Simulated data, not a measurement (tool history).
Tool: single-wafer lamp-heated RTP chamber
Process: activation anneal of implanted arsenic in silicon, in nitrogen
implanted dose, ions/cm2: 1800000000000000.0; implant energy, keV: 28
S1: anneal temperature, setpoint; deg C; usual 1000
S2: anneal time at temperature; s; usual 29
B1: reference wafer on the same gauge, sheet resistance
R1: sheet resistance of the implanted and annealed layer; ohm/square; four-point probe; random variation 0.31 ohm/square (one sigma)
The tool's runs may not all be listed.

Run 1, hour 0: usual settings but S1 982 deg C, S2 42 s; B1 88.09. Result: R1 98.31 ohm/square.
Run 2, hour 81.3: usual settings but S1 982 deg C, S2 42 s; B1 88.11. Result: R1 97.76 ohm/square.
Run 3, hour 171.4: usual settings; B1 88.12. Result: R1 96.18 ohm/square.
Run 4, hour 263.8: usual settings but S1 992 deg C; B1 88.01. Result: R1 97.99 ohm/square.
At hour 320.6: pyrometer window cleaned and pyrometer calibrated.
Run 5, hour 321.1: usual settings; B1 88.04. Result: R1 95.79 ohm/square.
Run 6, hour 392.2: usual settings; B1 88.11. Result: R1 95.12 ohm/square.
Run 7, hour 496.5: usual settings; B1 88.15. Result: R1 95.08 ohm/square.
Run 8, hour 544.9: usual settings; B1 88.18. Result: R1 95.1 ohm/square.
Run 9, hour 646.2: usual settings but S1 1010 deg C, S2 36 s; B1 88.08. Result: R1 89.12 ohm/square.
Run 10, hour 693.9: usual settings but S2 24 s; B1 88.05. Result: R1 96.6 ohm/square.
At hour 738: gauge calibrated.
At hour 787.3: pyrometer window cleaned and pyrometer calibrated.
Run 11, hour 793.6: usual settings but S2 24 s; B1 88.08. Result: R1 96.23 ohm/square.
Run 12, hour 869: usual settings but S2 18 s; B1 88.17. Result: R1 98.44 ohm/square.
At hour 899.8: reflector plate cleaned.
Run 13, hour 911.4: usual settings but S2 18 s; B1 88.1. Result: R1 100.7 ohm/square.
Run 14, hour 1004.1: usual settings but S2 18 s; B1 88.08. Result: R1 100.58 ohm/square.
Run 15, hour 1097.3: usual settings but S1 1010 deg C; B1 88.13. Result: R1 93.04 ohm/square.
Run 16, hour 1152.2: usual settings; B1 88.05. Result: R1 96.47 ohm/square.
Run 17, hour 1267.1: usual settings but S1 973 deg C, S2 41 s; B1 88.17. Result: R1 100.69 ohm/square.
At hour 1311.7: pyrometer window cleaned and pyrometer calibrated.
Run 18, hour 1586.6: usual settings but S2 35 s; B1 88.11. Result: R1 93.27 ohm/square.
Run 19, hour 1646: usual settings but S1 982 deg C, S2 38 s; B1 88.1. Result: R1 97.89 ohm/square.
Run 20, hour 1753.4: usual settings but S1 986 deg C, S2 25 s; B1 88.12. Result: R1 100.4 ohm/square.
Run 21, hour 1798.5: usual settings but S2 20 s; B1 88.04. Result: R1 98.56 ohm/square.
At hour 1817.9: pyrometer window cleaned and pyrometer calibrated.
Run 22, hour 1888.5: usual settings but S1 983 deg C, S2 45 s; B1 88.09. Result: R1 95.73 ohm/square.
Run 23, hour 1938.4: usual settings but S1 973 deg C, S2 19 s; B1 88.16. Result: R1 107.11 ohm/square.
Run 24, hour 1986.5: usual settings; B1 88.04. Result: R1 94.46 ohm/square.
Run 25, hour 2072.3: usual settings but S2 22 s; B1 88.06. Result: R1 96.82 ohm/square.
Run 26, hour 2122.9: usual settings but S1 987 deg C; B1 88.1. Result: R1 98.39 ohm/square.
Run 27, hour 2181: usual settings; B1 88.1. Result: R1 94.07 ohm/square.
Run 28, hour 2286.2: usual settings but S1 981 deg C, S2 35 s; B1 88.1. Result: R1 97.97 ohm/square.
At hour 2310.6: pyrometer window cleaned and pyrometer calibrated.
At hour 2383.5: reflector plate cleaned.
Run 29, hour 2384: usual settings but S2 45 s; B1 88.15. Result: R1 91.91 ohm/square.

A few steps of R1 between consecutive runs. Split each: what settings, incoming material and random variation would produce without the hidden state, and what is left over for the hidden state, along with gauge scatter present in only one of the two compared results (measured, and without hidden state):
The hidden state here: true wafer temperature minus pyrometer reading, K; wafer temperature error from the tarnished reflector plate, K; gauge reads high (%).
Run 12 -> 13: reflector plate cleaned. R1 +2.26 ohm/square: hidden state +1.95, all else +0.31.
Run 22 -> 23: S1 983 -> 973, S2 45 -> 19. R1 +11.38 ohm/square: hidden state -0.2, all else +11.58.
Run 23 -> 24: S1 973 -> 1000, S2 19 -> 29. R1 -12.65 ohm/square: hidden state +0.09, all else -12.74.
Run 28 -> 29: S1 981 -> 1000, S2 35 -> 45, pyrometer window cleaned and pyrometer calibrated, reflector plate cleaned. R1 -6.06 ohm/square: hidden state +2.57, all else -8.63.

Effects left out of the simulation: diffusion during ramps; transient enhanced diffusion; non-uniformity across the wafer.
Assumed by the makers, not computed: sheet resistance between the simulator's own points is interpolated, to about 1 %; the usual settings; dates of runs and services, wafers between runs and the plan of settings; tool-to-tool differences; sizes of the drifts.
